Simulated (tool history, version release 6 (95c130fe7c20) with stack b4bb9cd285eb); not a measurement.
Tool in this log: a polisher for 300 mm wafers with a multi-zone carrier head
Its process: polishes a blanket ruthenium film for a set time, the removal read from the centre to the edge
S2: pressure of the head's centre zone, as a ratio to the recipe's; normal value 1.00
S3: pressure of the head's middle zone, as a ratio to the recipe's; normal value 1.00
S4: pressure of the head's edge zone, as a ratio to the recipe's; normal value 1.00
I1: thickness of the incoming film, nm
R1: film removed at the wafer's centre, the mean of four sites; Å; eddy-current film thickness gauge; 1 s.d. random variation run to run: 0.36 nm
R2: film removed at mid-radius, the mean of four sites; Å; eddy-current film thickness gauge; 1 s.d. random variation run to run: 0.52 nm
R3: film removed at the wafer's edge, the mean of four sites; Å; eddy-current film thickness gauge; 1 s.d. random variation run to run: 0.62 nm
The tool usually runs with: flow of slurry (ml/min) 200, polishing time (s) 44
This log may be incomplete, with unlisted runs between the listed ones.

{"run": 1, "day": 0.0, "flow of slurry (ml/min)": 200, "S2": 1.0, "S3": 1.0, "S4": 1.0, "polishing time (s)": 44, "I1": 419.9, "R1": 375, "R2": 373, "R3": 384}
{"day": 0.108, "done": "worn pad replaced by a new one"}
{"run": 2, "day": 0.742, "flow of slurry (ml/min)": 200, "S2": 1.0, "S3": 1.0, "S4": 1.0, "polishing time (s)": 44, "I1": 424.1, "R1": 412, "R2": 417, "R3": 421}
{"run": 3, "day": 1.458, "flow of slurry (ml/min)": 200, "S2": 1.0, "S3": 1.0, "S4": 1.0, "polishing time (s)": 44, "I1": 420.6, "R1": 410, "R2": 403, "R3": 415}
{"run": 4, "day": 1.892, "flow of slurry (ml/min)": 200, "S2": 1.0, "S3": 1.0, "S4": 1.0, "polishing time (s)": 44, "I1": 419.8, "R1": 396, "R2": 403, "R3": 408}
{"day": 3.583, "done": "edge zone pressure recalibrated"}
{"run": 5, "day": 3.975, "flow of slurry (ml/min)": 200, "S2": 1.0, "S3": 1.0, "S4": 1.0, "polishing time (s)": 44, "I1": 426.2, "R1": 383, "R2": 382, "R3": 390}
{"day": 4.267, "done": "worn pad replaced by a new one"}
{"run": 6, "day": 4.288, "flow of slurry (ml/min)": 200, "S2": 1.0, "S3": 1.0, "S4": 1.0, "polishing time (s)": 44, "I1": 422.4, "R1": 425, "R2": 420, "R3": 442}
{"day": 4.412, "done": "slurry nozzle cleaned"}
{"run": 7, "day": 4.642, "flow of slurry (ml/min)": 200, "S2": 1.0, "S3": 1.0, "S4": 1.0, "polishing time (s)": 44, "I1": 415.6, "R1": 419, "R2": 420, "R3": 423}
{"run": 8, "day": 5.275, "flow of slurry (ml/min)": 200, "S2": 1.0, "S3": 0.93, "S4": 1.0, "polishing time (s)": 44, "I1": 413.4, "R1": 415, "R2": 395, "R3": 415}
{"day": 6.088, "done": "carrier head's membrane replaced by a new one"}
{"run": 9, "day": 6.108, "flow of slurry (ml/min)": 200, "S2": 1.0, "S3": 1.06, "S4": 1.0, "polishing time (s)": 44, "I1": 422.9, "R1": 402, "R2": 428, "R3": 415}
{"run": 10, "day": 6.312, "flow of slurry (ml/min)": 200, "S2": 1.0, "S3": 1.0, "S4": 1.0, "polishing time (s)": 44, "I1": 422.9, "R1": 401, "R2": 398, "R3": 407}
{"day": 6.492, "done": "centre zone pressure recalibrated"}
{"run": 11, "day": 6.817, "flow of slurry (ml/min)": 200, "S2": 1.0, "S3": 1.0, "S4": 1.0, "polishing time (s)": 55, "I1": 417.7, "R1": 498, "R2": 502, "R3": 505}
{"run": 12, "day": 7.446, "flow of slurry (ml/min)": 200, "S2": 1.0, "S3": 1.0, "S4": 1.0, "polishing time (s)": 44, "I1": 414.8, "R1": 389, "R2": 386, "R3": 395}
{"run": 13, "day": 7.696, "flow of slurry (ml/min)": 200, "S2": 1.0, "S3": 1.0, "S4": 1.0, "polishing time (s)": 44, "I1": 418.6, "R1": 386, "R2": 392, "R3": 391}
{"day": 8.892, "done": "worn pad replaced by a new one"}
{"run": 14, "day": 9.075, "flow of slurry (ml/min)": 145, "S2": 1.09, "S3": 1.0, "S4": 1.0, "polishing time (s)": 44, "I1": 415.8, "R1": 424, "R2": 396, "R3": 405}
{"run": 15, "day": 9.55, "flow of slurry (ml/min)": 135, "S2": 0.89, "S3": 1.0, "S4": 1.0, "polishing time (s)": 44, "I1": 423.9, "R1": 333, "R2": 387, "R3": 396}
{"run": 16, "day": 9.983, "flow of slurry (ml/min)": 240, "S2": 0.92, "S3": 1.0, "S4": 0.97, "polishing time (s)": 44, "I1": 421.9, "R1": 385, "R2": 421, "R3": 410}
{"run": 17, "day": 10.45, "flow of slurry (ml/min)": 200, "S2": 1.09, "S3": 1.0, "S4": 0.95, "polishing time (s)": 36, "I1": 426.4, "R1": 355, "R2": 335, "R3": 333}

Here are 4 independent what-if runs from the current tool condition. What would each one return?
{"run": "A", "day": 10.467, "flow of slurry (ml/min)": 200, "S2": 1.0, "S3": 1.0, "S4": 1.0, "polishing time (s)": 44, "I1": 419.2, "R1": "?", "R2": "?", "R3": "?"}
{"run": "B", "day": 10.467, "flow of slurry (ml/min)": 200, "S2": 1.0, "S3": 1.0, "S4": 1.12, "polishing time (s)": 44, "I1": 419.2, "R1": "?", "R2": "?", "R3": "?"}
{"run": "C", "day": 10.467, "flow of slurry (ml/min)": 160, "S2": 0.94, "S3": 1.0, "S4": 1.0, "polishing time (s)": 44, "I1": 419.2, "R1": "?", "R2": "?", "R3": "?"}
{"run": "D", "day": 10.467, "flow of slurry (ml/min)": 220, "S2": 1.0, "S3": 1.0, "S4": 1.0, "polishing time (s)": 44, "I1": 419.2, "R1": "?", "R2": "?", "R3": "?"}

run=A R1=408 R2=401 R3=411
run=B R1=408 R2=401 R3=432
run=C R1=366 R2=386 R3=399
run=D R1=414 R2=407 R3=415
With no hidden state in the tool, these same runs would have given:
run=A R1=431 R2=424 R3=434
run=B R1=431 R2=424 R3=456
run=C R1=387 R2=407 R3=421
run=D R1=438 R2=430 R3=439
